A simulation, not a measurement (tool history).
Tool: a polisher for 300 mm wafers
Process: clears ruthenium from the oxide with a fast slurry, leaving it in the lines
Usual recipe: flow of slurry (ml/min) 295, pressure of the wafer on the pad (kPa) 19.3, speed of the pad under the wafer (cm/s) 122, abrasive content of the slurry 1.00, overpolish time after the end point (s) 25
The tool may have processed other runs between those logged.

run   hour  flow of slurry (ml/min)  pressure of the wafer on the pad (kPa)  speed of the pad under the wafer (cm/s)  abrasive content of the slurry  overpolish time after the end point (s)  incoming thickness of the incoming film, nm  time until the end point was called (s)  dishing of a wide line in a test structure (Å)
  1    0.0                      295                                    19.3                                      122                            1.00                                       25                                        258.7                                     41.1                                             705
       0.8  -- worn pad replaced by a new one
  2   14.7                      295                                    19.3                                      122                            1.00                                       25                                        261.9                                     41.6                                             709
  3   32.1                      295                                    19.3                                      122                            1.00                                       25                                        262.9                                     41.8                                             722
  4   45.3                      210                                    19.3                                      122                            1.00                                       25                                        258.9                                     42.4                                             704
  5   56.8                      295                                    19.3                                      122                            1.00                                       25                                        259.6                                     41.3                                             700
  6   68.0                      295                                    19.3                                      122                            1.00                                       25                                        259.5                                     40.9                                             706
      77.0  -- worn pad replaced by a new one
  7   78.5                      295                                    19.3                                      122                            1.00                                       25                                        262.1                                     41.0                                             714
      97.3  -- head pressure recalibrated
  8   97.8                      295                                    19.3                                      122                            1.10                                       25                                        265.6                                     41.1                                             715
  9  103.2                      295                                    19.3                                      122                            1.00                                       25                                        260.0                                     41.6                                             696
 10  117.7                      295                                    23.4                                      122                            1.00                                       25                                        263.0                                     34.9                                             773
     127.8  -- slurry nozzle cleaned
 11  132.3                      230                                    19.3                                      122                            1.20                                       25                                        256.7                                     39.0                                             728
 12  144.3                      385                                    24.8                                      122                            1.10                                       20                                        262.6                                     30.7                                             741
     153.5  -- worn pad replaced by a new one
 13  155.1                      210                                    22.1                                      110                            0.90                                       25                                        256.3                                     42.2                                             695
     167.0  -- slurry blender recalibrated
 14  167.5                      350                                    19.3                                      136                            1.00                                       25                                        263.4                                     37.2                                             751
 15  173.6                      235                                    19.3                                      122                            1.10                                       35                                        262.0                                     41.0                                             829
 16  191.2                      295                                    19.3                                      122                            1.00                                       25                                        260.2                                     41.1                                             707
 17  207.9                      295                                    22.1                                      162                            1.20                                       21                                        257.8                                     25.4                                             797
 18  215.7                      295                                    19.3                                      122                            1.00                                       25                                        259.9                                     41.6                                             698

Give the tool's hidden conditions for every run:
removal rate lost through wear of the pad, %: 0 across all the runs
slurry flow missing at the pad, %: 0 across all the runs
deviation of the head's pressure from its setpoint, %: 0 across all the runs
abrasive missing from the slurry, %: 0 across all the runs
